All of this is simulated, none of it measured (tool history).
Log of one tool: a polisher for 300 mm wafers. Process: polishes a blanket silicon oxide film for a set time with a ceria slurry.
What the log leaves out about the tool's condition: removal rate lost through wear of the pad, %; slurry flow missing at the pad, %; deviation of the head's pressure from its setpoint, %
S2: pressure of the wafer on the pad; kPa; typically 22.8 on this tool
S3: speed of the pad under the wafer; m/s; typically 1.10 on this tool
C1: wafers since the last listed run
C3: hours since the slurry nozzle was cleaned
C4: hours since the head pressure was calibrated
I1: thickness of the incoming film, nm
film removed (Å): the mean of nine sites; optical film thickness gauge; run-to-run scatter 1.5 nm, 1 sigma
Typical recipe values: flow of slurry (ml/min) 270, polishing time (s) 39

run 1 hour=0.0 | flow_of_slurry_(ml/min)=270 S2=22.8 S3=1.10 polishing_time_(s)=39 | C1=0 wafers_polished_on_this_pad=753 C3=604.2 C4=986.5 | I1=848.1 | film_removed_(Å)=1816
run 2 hour=16.5 | flow_of_slurry_(ml/min)=270 S2=22.8 S3=1.10 polishing_time_(s)=49 | C1=144 wafers_polished_on_this_pad=898 C3=620.7 C4=1003.0 | I1=826.1 | film_removed_(Å)=2267
-- hour=24.6 worn pad replaced by a new one
run 3 hour=25.1 | flow_of_slurry_(ml/min)=270 S2=22.8 S3=1.10 polishing_time_(s)=49 | C1=40 wafers_polished_on_this_pad=4 C3=629.3 C4=1011.6 | I1=835.9 | film_removed_(Å)=2255
run 4 hour=32.3 | flow_of_slurry_(ml/min)=270 S2=22.8 S3=1.10 polishing_time_(s)=49 | C1=63 wafers_polished_on_this_pad=67 C3=636.5 C4=1018.8 | I1=855.0 | film_removed_(Å)=2274
run 5 hour=83.8 | flow_of_slurry_(ml/min)=270 S2=22.8 S3=1.00 polishing_time_(s)=39 | C1=450 wafers_polished_on_this_pad=518 C3=688.0 C4=1070.3 | I1=850.5 | film_removed_(Å)=1620
run 6 hour=97.4 | flow_of_slurry_(ml/min)=270 S2=22.8 S3=1.00 polishing_time_(s)=39 | C1=119 wafers_polished_on_this_pad=637 C3=701.6 C4=1083.9 | I1=839.2 | film_removed_(Å)=1619
run 7 hour=104.0 | flow_of_slurry_(ml/min)=270 S2=22.8 S3=1.00 polishing_time_(s)=39 | C1=57 wafers_polished_on_this_pad=695 C3=708.2 C4=1090.5 | I1=830.6 | film_removed_(Å)=1633
run 8 hour=119.0 | flow_of_slurry_(ml/min)=270 S2=22.8 S3=1.10 polishing_time_(s)=39 | C1=131 wafers_polished_on_this_pad=826 C3=723.2 C4=1105.5 | I1=846.9 | film_removed_(Å)=1752
run 9 hour=128.7 | flow_of_slurry_(ml/min)=270 S2=22.8 S3=1.10 polishing_time_(s)=39 | C1=84 wafers_polished_on_this_pad=911 C3=732.9 C4=1115.2 | I1=826.6 | film_removed_(Å)=1793
run 10 hour=136.1 | flow_of_slurry_(ml/min)=270 S2=22.8 S3=1.10 polishing_time_(s)=39 | C1=64 wafers_polished_on_this_pad=976 C3=740.3 C4=1122.6 | I1=839.3 | film_removed_(Å)=1814
run 11 hour=143.2 | flow_of_slurry_(ml/min)=270 S2=22.8 S3=1.10 polishing_time_(s)=39 | C1=62 wafers_polished_on_this_pad=1038 C3=747.4 C4=1129.7 | I1=853.1 | film_removed_(Å)=1787
-- hour=152.7 worn pad replaced by a new one
run 12 hour=156.4 | flow_of_slurry_(ml/min)=270 S2=22.8 S3=1.10 polishing_time_(s)=39 | C1=80 wafers_polished_on_this_pad=32 C3=760.6 C4=1142.9 | I1=851.1 | film_removed_(Å)=1782
run 13 hour=171.0 | flow_of_slurry_(ml/min)=270 S2=22.8 S3=1.10 polishing_time_(s)=39 | C1=127 wafers_polished_on_this_pad=160 C3=775.2 C4=1157.5 | I1=844.0 | film_removed_(Å)=1766
run 14 hour=178.7 | flow_of_slurry_(ml/min)=270 S2=22.8 S3=1.10 polishing_time_(s)=32 | C1=67 wafers_polished_on_this_pad=227 C3=782.9 C4=1165.2 | I1=850.7 | film_removed_(Å)=1448
run 15 hour=195.6 | flow_of_slurry_(ml/min)=270 S2=29.0 S3=1.10 polishing_time_(s)=39 | C1=147 wafers_polished_on_this_pad=375 C3=799.8 C4=1182.1 | I1=841.0 | film_removed_(Å)=2242
run 16 hour=206.2 | flow_of_slurry_(ml/min)=270 S2=22.8 S3=0.84 polishing_time_(s)=39 | C1=92 wafers_polished_on_this_pad=468 C3=810.4 C4=1192.7 | I1=849.3 | film_removed_(Å)=1355
run 17 hour=219.9 | flow_of_slurry_(ml/min)=270 S2=22.8 S3=1.10 polishing_time_(s)=39 | C1=119 wafers_polished_on_this_pad=588 C3=824.1 C4=1206.4 | I1=828.7 | film_removed_(Å)=1775
run 18 hour=226.8 | flow_of_slurry_(ml/min)=215 S2=22.8 S3=1.10 polishing_time_(s)=44 | C1=60 wafers_polished_on_this_pad=648 C3=831.0 C4=1213.3 | I1=838.0 | film_removed_(Å)=1907
run 19 hour=255.7 | flow_of_slurry_(ml/min)=270 S2=22.8 S3=1.10 polishing_time_(s)=39 | C1=253 wafers_polished_on_this_pad=902 C3=859.9 C4=1242.2 | I1=846.7 | film_removed_(Å)=1766
-- hour=268.8 head pressure recalibrated
run 20 hour=269.3 | flow_of_slurry_(ml/min)=270 S2=22.8 S3=1.10 polishing_time_(s)=39 | C1=101 wafers_polished_on_this_pad=1003 C3=873.5 C4=0.5 | I1=841.4 | film_removed_(Å)=1911
run 21 hour=283.6 | flow_of_slurry_(ml/min)=270 S2=22.8 S3=1.10 polishing_time_(s)=49 | C1=125 wafers_polished_on_this_pad=1128 C3=887.8 C4=14.8 | I1=828.4 | film_removed_(Å)=2431
-- hour=290.0 worn pad replaced by a new one
run 22 hour=292.5 | flow_of_slurry_(ml/min)=270 S2=22.8 S3=0.74 polishing_time_(s)=39 | C1=42 wafers_polished_on_this_pad=21 C3=896.7 C4=23.7 | I1=845.4 | film_removed_(Å)=1290
run 23 hour=306.0 | flow_of_slurry_(ml/min)=270 S2=26.2 S3=1.20 polishing_time_(s)=35 | C1=118 wafers_polished_on_this_pad=139 C3=910.2 C4=37.2 | I1=832.8 | film_removed_(Å)=2160
run 24 hour=312.0 | flow_of_slurry_(ml/min)=230 S2=22.8 S3=1.36 polishing_time_(s)=52 | C1=52 wafers_polished_on_this_pad=192 C3=916.2 C4=43.2 | I1=845.4 | film_removed_(Å)=3084
run 25 hour=355.5 | flow_of_slurry_(ml/min)=270 S2=20.0 S3=0.72 polishing_time_(s)=39 | C1=380 wafers_polished_on_this_pad=573 C3=959.7 C4=86.7 | I1=850.6 | film_removed_(Å)=1101
-- hour=363.2 slurry nozzle cleaned
run 26 hour=371.4 | flow_of_slurry_(ml/min)=360 S2=27.6 S3=0.78 polishing_time_(s)=39 | C1=130 wafers_polished_on_this_pad=703 C3=8.2 C4=102.6 | I1=831.3 | film_removed_(Å)=1707
run 27 hour=384.0 | flow_of_slurry_(ml/min)=350 S2=22.8 S3=1.10 polishing_time_(s)=39 | C1=110 wafers_polished_on_this_pad=814 C3=20.8 C4=115.2 | I1=832.9 | film_removed_(Å)=1959
run 28 hour=395.4 | flow_of_slurry_(ml/min)=270 S2=22.8 S3=1.36 polishing_time_(s)=49 | C1=99 wafers_polished_on_this_pad=914 C3=32.2 C4=126.6 | I1=852.8 | film_removed_(Å)=2933
-- hour=403.7 worn pad replaced by a new one
run 29 hour=404.2 | flow_of_slurry_(ml/min)=270 S2=22.8 S3=1.10 polishing_time_(s)=48 | C1=42 wafers_polished_on_this_pad=4 C3=41.0 C4=135.4 | I1=830.9 | film_removed_(Å)=2354
run 30 hour=410.8 | flow_of_slurry_(ml/min)=310 S2=29.6 S3=1.10 polishing_time_(s)=46 | C1=57 wafers_polished_on_this_pad=62 C3=47.6 C4=142.0 | I1=849.2 | film_removed_(Å)=2965
run 31 hour=419.0 | flow_of_slurry_(ml/min)=270 S2=30.3 S3=1.10 polishing_time_(s)=51 | C1=71 wafers_polished_on_this_pad=134 C3=55.8 C4=150.2 | I1=838.6 | film_removed_(Å)=3307
run 32 hour=428.8 | flow_of_slurry_(ml/min)=270 S2=22.8 S3=1.44 polishing_time_(s)=39 | C1=85 wafers_polished_on_this_pad=219 C3=65.6 C4=160.0 | I1=827.9 | film_removed_(Å)=2463
run 33 hour=437.1 | flow_of_slurry_(ml/min)=230 S2=22.8 S3=1.10 polishing_time_(s)=34 | C1=72 wafers_polished_on_this_pad=292 C3=73.9 C4=168.3 | I1=833.5 | film_removed_(Å)=1636
run 34 hour=452.6 | flow_of_slurry_(ml/min)=270 S2=22.8 S3=1.10 polishing_time_(s)=39 | C1=135 wafers_polished_on_this_pad=428 C3=89.4 C4=183.8 | I1=831.7 | film_removed_(Å)=1898
run 35 hour=462.9 | flow_of_slurry_(ml/min)=270 S2=22.8 S3=1.30 polishing_time_(s)=47 | C1=90 wafers_polished_on_this_pad=518 C3=99.7 C4=194.1 | I1=847.1 | film_removed_(Å)=2729
run 36 hour=493.2 | flow_of_slurry_(ml/min)=270 S2=26.2 S3=1.10 polishing_time_(s)=32 | C1=265 wafers_polished_on_this_pad=783 C3=130.0 C4=224.4 | I1=854.0 | film_removed_(Å)=1784

Measured minus without-hidden-state, run by run (identical run-to-run variation in each term; gauge scatter may differ):
run=1 film_removed_(Å)=-134
run=2 film_removed_(Å)=-170
run=3 film_removed_(Å)=-171
run=4 film_removed_(Å)=-174
run=5 film_removed_(Å)=-132
run=6 film_removed_(Å)=-134
run=7 film_removed_(Å)=-136
run=8 film_removed_(Å)=-148
run=9 film_removed_(Å)=-153
run=10 film_removed_(Å)=-156
run=11 film_removed_(Å)=-156
run=12 film_removed_(Å)=-157
run=13 film_removed_(Å)=-158
run=14 film_removed_(Å)=-131
run=15 film_removed_(Å)=-207
run=16 film_removed_(Å)=-127
run=17 film_removed_(Å)=-168
run=18 film_removed_(Å)=-181
run=19 film_removed_(Å)=-173
run=20 film_removed_(Å)=-3
run=21 film_removed_(Å)=-7
run=22 film_removed_(Å)=-4
run=23 film_removed_(Å)=-10
run=24 film_removed_(Å)=-16
run=25 film_removed_(Å)=-10
run=26 film_removed_(Å)=-18
run=27 film_removed_(Å)=-22
run=28 film_removed_(Å)=-35
run=29 film_removed_(Å)=-30
run=30 film_removed_(Å)=-40
run=31 film_removed_(Å)=-46
run=32 film_removed_(Å)=-37
run=33 film_removed_(Å)=-25
run=34 film_removed_(Å)=-33
run=35 film_removed_(Å)=-49
run=36 film_removed_(Å)=-36
